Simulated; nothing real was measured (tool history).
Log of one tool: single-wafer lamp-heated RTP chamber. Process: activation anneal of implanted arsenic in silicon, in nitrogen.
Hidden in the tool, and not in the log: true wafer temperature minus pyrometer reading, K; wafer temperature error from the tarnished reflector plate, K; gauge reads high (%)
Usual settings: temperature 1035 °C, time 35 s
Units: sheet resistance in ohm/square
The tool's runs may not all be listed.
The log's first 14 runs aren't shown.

run	day	temperature	time	wafers since the last listed run	wafers since the last pyrometer calibration	wafers since the reflector plate was cleaned	hours since the gauge calibration	read-back reference wafer on the same gauge, sheet resistance	sheet resistance
# day 26.112: pyrometer window cleaned and pyrometer calibrated
15	27.512	1035	18	713	509	5405	465.2	229.25	251.37
16	30.471	1035	18	1077	1587	6483	536.2	228.67	251.85
17	31.492	1035	18	371	1958	6855	560.7	228.45	250.79
# day 37.212: reflector plate cleaned
# day 38.933: pyrometer window cleaned and pyrometer calibrated
18	38.954	1060	52	2475	8	513	739.8	226.62	239.21
19	39.638	1035	20	248	257	762	756.2	226.66	247.85
20	42.508	1035	35	1045	1303	1808	825.1	225.67	244.56
21	45.221	1035	35	988	2291	2796	890.2	224.92	243.72
22	47.183	1056	28	714	3006	3511	937.3	224.22	241.79
23	49.296	1011	18	769	3775	4280	988	223.53	247.96
# day 49.471: gauge calibrated
24	50.388	1060	44	397	4173	4678	22	231.01	246.14
25	51.667	1012	45	466	4639	5144	52.7	231.12	252.53
# day 52.629: pyrometer window cleaned and pyrometer calibrated
26	54.042	1056	46	743	514	5888	109.7	231.12	245.29
27	56.238	1035	35	799	1314	6688	162.4	230.99	250.48
28	57.325	1035	35	396	1710	7084	188.5	230.86	251.17
29	59.571	1026	35	818	2528	7902	242.4	230.77	251.29
30	61.333	1011	18	642	3170	8544	284.7	230.62	256.13
# day 62.721: reflector plate cleaned
31	64.062	1058	14	872	4043	489	350.2	230.39	252.06
32	65.117	1019	45	384	4427	873	375.5	230.21	249.45
33	68	1018	44	1050	5477	1923	444.7	229.78	248.79
# day 69.292: pyrometer window cleaned and pyrometer calibrated
34	69.967	1064	29	595	245	2518	491.9	229.39	244.71
35	72.871	1009	35	1057	1303	3576	561.6	228.91	251

Forecast each of these 4 alternatives for the next run:
A	72.888	1035	35	6	1310	3582	562	?	?
B	72.888	1016	52	6	1310	3582	562	?	?
C	72.888	1053	35	6	1310	3582	562	?	?
D	72.888	1007	50	6	1310	3582	562	?	?

run	read-back reference wafer on the same gauge, sheet resistance	sheet resistance
A	228.87	249.62
B	228.87	249.88
C	228.87	247.03
D	228.87	251.2
Without the tool's hidden state the same runs would have given:
run	sheet resistance
A	251.99
B	252.25
C	249.37
D	253.58
